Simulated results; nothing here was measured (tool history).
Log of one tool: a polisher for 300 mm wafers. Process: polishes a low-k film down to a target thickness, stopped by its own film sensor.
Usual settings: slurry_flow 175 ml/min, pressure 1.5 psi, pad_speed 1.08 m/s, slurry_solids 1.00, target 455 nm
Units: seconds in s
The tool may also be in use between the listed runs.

run,day,slurry_flow,pressure,pad_speed,slurry_solids,target,wafers since the last listed run,wafers polished on this pad,hours since the slurry nozzle was cleaned,hours since the head pressure was calibrated,hours since the slurry blender was calibrated,hours since the conditioning disc was replaced,"incoming thickness of the incoming film, nm",seconds
1,0.000,175,1.5,1.08,1.00,464,0,1756,505.9,330.0,85.0,241.5,491.5,98.1
# day 0.367: worn pad replaced by a new one
2,0.733,175,1.5,1.08,1.00,464,168,108,523.5,347.6,102.6,259.1,492.7,94.2
3,1.058,175,1.5,1.08,1.00,455,96,205,531.3,355.4,110.4,266.9,487.4,113.4
4,1.317,175,1.5,1.08,1.00,455,76,282,537.5,361.6,116.6,273.1,490.0,120.0
5,3.175,195,1.5,1.08,1.00,455,552,834,582.1,406.2,161.2,317.7,487.4,108.4
6,4.650,175,1.5,1.08,1.30,455,438,1273,617.5,441.6,196.6,353.1,490.6,109.0
7,4.983,175,1.5,1.08,0.85,455,99,1372,625.5,449.6,204.6,361.1,491.6,137.2
# day 5.792: worn pad replaced by a new one
8,6.200,220,1.3,0.74,1.25,455,312,121,654.7,478.8,233.8,390.3,488.3,133.6
# day 6.817: slurry blender recalibrated
9,6.838,140,1.1,1.24,1.00,455,164,285,670.0,494.1,0.5,405.6,485.4,117.8
10,7.512,175,1.5,1.08,1.25,455,200,486,686.2,510.3,16.7,421.8,493.8,122.5
11,7.879,130,1.5,1.08,1.00,455,108,595,695.0,519.1,25.5,430.6,483.2,101.6
# day 8.179: head pressure recalibrated
12,8.200,175,1.8,1.08,1.15,455,70,666,702.7,0.5,33.2,438.3,491.2,103.2
# day 8.321: conditioning disc replaced and pad reconditioned
# day 8.454: slurry nozzle cleaned
13,8.750,175,1.5,1.08,0.90,450,126,792,7.1,13.7,46.4,10.3,490.7,150.1
14,9.329,175,1.5,0.72,1.00,455,172,964,21.0,27.6,60.3,24.2,492.0,160.9
15,9.975,175,1.9,0.98,1.00,455,191,1156,36.5,43.1,75.8,39.7,479.5,77.0
16,10.550,210,1.5,1.08,0.80,455,170,1327,50.3,56.9,89.6,53.5,491.2,138.0
# day 11.004: worn pad replaced by a new one
17,11.025,175,1.5,1.08,0.70,449,91,5,61.7,68.3,101.0,64.9,492.3,183.7
18,11.733,175,1.5,1.08,1.00,455,210,216,78.7,85.3,118.0,81.9,493.0,131.2
19,12.312,175,1.5,1.08,1.00,459,172,388,92.6,99.2,131.9,95.8,491.8,112.9
20,12.983,155,1.5,1.08,1.00,455,199,587,108.7,115.3,148.0,111.9,489.9,120.4
21,13.279,175,1.5,0.88,1.10,455,87,675,115.8,122.4,155.1,119.0,479.0,89.8
22,13.788,220,1.5,1.08,1.00,455,151,826,128.0,134.6,167.3,131.2,493.3,129.4
23,14.392,175,1.5,1.08,1.00,455,179,1006,142.5,149.1,181.8,145.7,488.2,112.3
24,14.983,175,1.5,1.18,1.00,455,175,1182,156.7,163.3,196.0,159.9,498.0,133.9
25,15.512,175,1.5,1.08,1.00,455,157,1339,169.4,176.0,208.7,172.6,495.4,135.7
26,15.825,195,1.5,0.98,1.00,455,92,1432,176.9,183.5,216.2,180.1,495.6,140.4

The tool's hidden state at each run:
removal rate lost through wear of the pad, %: 0 in every run
slurry flow missing at the pad, %: 0 in every run
deviation of the head's pressure from its setpoint, %: 0 in every run
abrasive missing from the slurry, %: 0 in every run
time polished since the conditioner stopped cutting, s: 0 in every run

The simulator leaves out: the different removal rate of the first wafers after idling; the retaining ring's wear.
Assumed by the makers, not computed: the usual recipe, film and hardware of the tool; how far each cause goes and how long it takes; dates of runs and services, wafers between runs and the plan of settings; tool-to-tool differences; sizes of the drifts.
